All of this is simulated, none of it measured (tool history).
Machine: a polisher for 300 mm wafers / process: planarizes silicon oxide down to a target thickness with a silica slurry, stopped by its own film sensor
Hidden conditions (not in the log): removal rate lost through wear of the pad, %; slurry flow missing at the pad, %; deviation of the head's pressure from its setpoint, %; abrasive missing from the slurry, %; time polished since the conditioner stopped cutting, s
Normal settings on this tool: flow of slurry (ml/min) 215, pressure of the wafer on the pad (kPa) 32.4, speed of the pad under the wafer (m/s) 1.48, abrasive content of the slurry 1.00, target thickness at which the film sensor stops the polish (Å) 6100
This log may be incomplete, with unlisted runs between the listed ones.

run,hour,flow of slurry (ml/min),pressure of the wafer on the pad (kPa),speed of the pad under the wafer (m/s),abrasive content of the slurry,target thickness at which the film sensor stops the polish (Å),wafers since the last listed run,wafers polished on this pad,hours since the slurry nozzle was cleaned,hours since the head pressure was calibrated,hours since the slurry blender was calibrated,hours since the conditioning disc was replaced,"incoming thickness of the incoming film, nm",time until the film sensor stopped the polish (s)
1,0.0,215,32.4,1.48,1.00,6100,0,69,633.3,487.1,6.2,398.2,1108.8,114.1
2,23.9,215,32.4,1.08,1.00,6100,146,216,657.2,511.0,30.1,422.1,1106.7,143.9
3,37.1,215,32.4,1.08,1.00,6100,81,297,670.4,524.2,43.3,435.3,1106.0,145.6
4,70.1,215,32.4,1.48,1.00,6720,202,500,703.4,557.2,76.3,468.3,1113.0,101.9
5,83.8,215,32.4,1.48,1.00,6720,84,584,717.1,570.9,90.0,482.0,1103.0,98.5
6,101.5,215,32.4,1.48,1.00,6100,108,693,734.8,588.6,107.7,499.7,1092.9,109.6
7,128.1,215,32.4,1.48,1.00,6100,163,857,761.4,615.2,134.3,526.3,1090.5,110.9
# hour 141.6: worn pad replaced by a new one
# hour 148.2: conditioning disc replaced and pad reconditioned
8,157.4,215,32.4,1.48,1.00,6100,143,84,790.7,644.5,163.6,9.2,1104.7,113.5
9,186.5,260,32.4,1.86,1.25,4410,178,263,819.8,673.6,192.7,38.3,1099.3,112.7
# hour 198.4: slurry nozzle cleaned
10,203.0,215,32.4,1.48,1.00,6100,95,358,4.6,690.1,209.2,54.8,1124.1,124.4
11,219.9,285,29.0,1.48,1.00,4460,103,462,21.5,707.0,226.1,71.7,1105.7,171.7
# hour 237.1: slurry blender recalibrated
# hour 238.7: head pressure recalibrated
12,243.3,215,22.8,1.68,0.70,6100,121,584,44.9,4.6,6.2,95.1,1100.9,188.1
13,273.7,235,32.4,1.48,1.10,5150,186,771,75.3,35.0,36.6,125.5,1094.6,126.3
14,299.1,275,38.6,1.48,1.00,6100,156,927,100.7,60.4,62.0,150.9,1116.7,96.5
# hour 317.7: worn pad replaced by a new one
15,334.9,215,32.4,1.48,1.00,6100,195,105,136.5,96.2,97.8,186.7,1111.6,117.7
16,365.1,215,32.4,1.10,0.75,5480,185,291,166.7,126.4,128.0,216.9,1129.2,212.4
17,393.2,215,32.4,1.48,1.00,6100,172,463,194.8,154.5,156.1,245.0,1117.6,119.6

What if the next run were any one of these 4? Each begins from the tool's condition after run 17:
A,393.7,215,32.4,1.48,1.00,6100,3,467,195.3,155.0,156.6,245.5,1104.1,?
B,393.7,215,32.4,1.48,1.00,6610,3,467,195.3,155.0,156.6,245.5,1104.1,?
C,393.7,215,32.4,1.12,0.85,7840,3,467,195.3,155.0,156.6,245.5,1104.1,?
D,393.7,150,23.4,1.08,1.00,5580,3,467,195.3,155.0,156.6,245.5,1104.1,?

run,time until the film sensor stopped the polish (s)
A,115.7
B,103.8
C,104.4
D,234.1
Without the tool's unlogged condition, the same runs would have read:
run,time until the film sensor stopped the polish (s)
A,110.7
B,99.3
C,99.4
D,224.0
